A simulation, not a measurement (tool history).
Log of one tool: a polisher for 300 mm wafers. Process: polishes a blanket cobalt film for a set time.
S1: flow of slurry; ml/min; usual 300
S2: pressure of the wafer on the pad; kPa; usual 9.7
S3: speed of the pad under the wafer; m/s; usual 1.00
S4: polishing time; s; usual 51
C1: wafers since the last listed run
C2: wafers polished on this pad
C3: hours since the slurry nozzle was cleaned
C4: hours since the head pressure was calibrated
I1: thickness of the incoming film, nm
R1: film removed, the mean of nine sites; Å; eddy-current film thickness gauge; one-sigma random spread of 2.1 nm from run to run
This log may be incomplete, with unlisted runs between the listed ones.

run,hour,S1,S2,S3,S4,C1,C2,C3,C4,I1,R1
1,0.0,300,9.7,0.90,51,0,2193,266.1,1052.6,701.1,1584
2,41.1,300,9.7,0.90,51,550,2744,307.2,1093.7,698.9,1533
3,89.4,300,9.7,0.90,51,647,3391,355.5,1142.0,692.0,1579
4,177.0,300,9.7,1.00,51,1173,4565,443.1,1229.6,691.9,1699
# hour 228.3: head pressure recalibrated
# hour 229.5: worn pad replaced by a new one
5,244.8,300,9.7,1.00,51,865,204,510.9,16.5,698.9,1691
# hour 304.8: slurry nozzle cleaned
6,349.3,300,9.7,1.00,51,1386,1591,44.5,121.0,702.0,1762
7,448.7,300,9.7,1.00,51,1331,2922,143.9,220.4,707.8,1798
8,501.8,300,9.7,1.00,51,711,3634,197.0,273.5,698.4,1797
9,594.0,300,9.7,1.00,51,1235,4869,289.2,365.7,697.0,1754
10,641.7,300,9.7,1.00,51,639,5508,336.9,413.4,702.8,1747
# hour 684.7: worn pad replaced by a new one
11,690.1,300,9.7,1.00,51,594,72,385.3,461.8,695.3,1736
12,797.9,300,9.7,1.00,51,1444,1517,493.1,569.6,685.3,1663
# hour 808.9: slurry nozzle cleaned
13,937.7,300,8.3,1.00,51,1859,3376,128.8,709.4,697.3,1547
14,977.6,300,6.9,1.00,56,534,3911,168.7,749.3,708.9,1528
15,1067.2,260,6.9,1.00,51,1200,5111,258.3,838.9,698.9,1339
16,1108.7,300,9.7,0.76,51,556,5667,299.8,880.4,690.6,1347
# hour 1131.9: worn pad replaced by a new one
17,1297.7,365,8.3,1.00,51,2478,2221,488.8,1069.4,706.3,1585
18,1401.5,300,9.7,1.00,51,1390,3612,592.6,1173.2,704.5,1616
# hour 1404.3: slurry nozzle cleaned
# hour 1454.7: head pressure recalibrated
19,1463.3,300,13.1,1.00,58,787,4400,59.0,8.6,691.5,2489
# hour 1543.8: worn pad replaced by a new one
20,1548.7,300,9.7,1.00,51,1090,65,144.4,94.0,698.5,1746
21,1640.4,240,9.7,0.90,38,1228,1293,236.1,185.7,694.8,1150
22,1739.8,300,9.7,0.80,51,1331,2625,335.5,285.1,700.1,1378
23,1822.3,360,11.7,1.34,43,1105,3730,418.0,367.6,697.7,2262
24,1867.3,300,9.7,0.66,51,602,4333,463.0,412.6,700.1,1106
# hour 1906.7: worn pad replaced by a new one
25,1912.4,300,6.9,1.10,36,550,76,508.1,457.7,691.1,1013
# hour 1963.3: slurry nozzle cleaned
26,1979.8,300,9.7,1.12,51,889,966,16.5,525.1,701.2,1970

What if the next run were any one of these 5? Each begins from the tool's condition after run 26:
A,1980.2,380,9.7,1.00,51,5,971,16.9,525.5,705.4,?
B,1980.2,300,12.4,1.00,62,5,971,16.9,525.5,705.4,?
C,1980.2,405,11.7,0.66,33,5,971,16.9,525.5,705.4,?
D,1980.2,300,11.0,0.84,51,5,971,16.9,525.5,705.4,?
E,1980.2,250,9.7,1.00,44,5,971,16.9,525.5,705.4,?

run,R1
A,1781
B,2567
C,883
D,1621
E,1483
Had the tool no hidden state, the same runs would have come out as:
run,R1
A,1785
B,2573
C,885
D,1625
E,1487
